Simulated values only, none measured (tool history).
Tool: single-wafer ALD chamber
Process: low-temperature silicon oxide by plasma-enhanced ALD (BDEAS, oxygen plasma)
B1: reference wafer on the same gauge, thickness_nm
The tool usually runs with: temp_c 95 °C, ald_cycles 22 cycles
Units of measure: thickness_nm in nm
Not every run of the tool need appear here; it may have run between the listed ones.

Run 1, hour 0.0: usual settings; B1 4.029. Result: thickness_nm 3.365 nm.
Run 2, hour 49.2: usual settings; B1 4.034. Result: thickness_nm 3.372 nm.
Run 3, hour 112.2: usual settings; B1 4.032. Result: thickness_nm 3.354 nm.
Run 4, hour 167.5: usual settings; B1 4.033. Result: thickness_nm 3.336 nm.
Run 5, hour 362.1: usual settings but temp_c 90 °C; B1 4.032. Result: thickness_nm 3.409 nm.
Run 6, hour 415.9: usual settings but temp_c 90 °C; B1 4.028. Result: thickness_nm 3.417 nm.
Run 7, hour 444.1: usual settings but temp_c 90 °C; B1 4.028. Result: thickness_nm 3.426 nm.
Run 8, hour 483.3: usual settings; B1 4.030. Result: thickness_nm 3.350 nm.
At hour 548.6: thermocouple changed; heater temperature recalibrated.
Run 9, hour 659.6: usual settings but ald_cycles 19 cycles; B1 4.029. Result: thickness_nm 2.894 nm.
Run 10, hour 701.9: usual settings but temp_c 109 °C, ald_cycles 19 cycles; B1 4.028. Result: thickness_nm 2.773 nm.

Predict the results of run 11:
Run 11, hour 773.3: usual settings but temp_c 104 °C, ald_cycles 19 cycles; B1 ?. Result: thickness_nm ?.

B1: 4.033
thickness_nm: 2.798 nm
Without the tool's hidden state the same run would have given thickness_nm 2.798 nm.
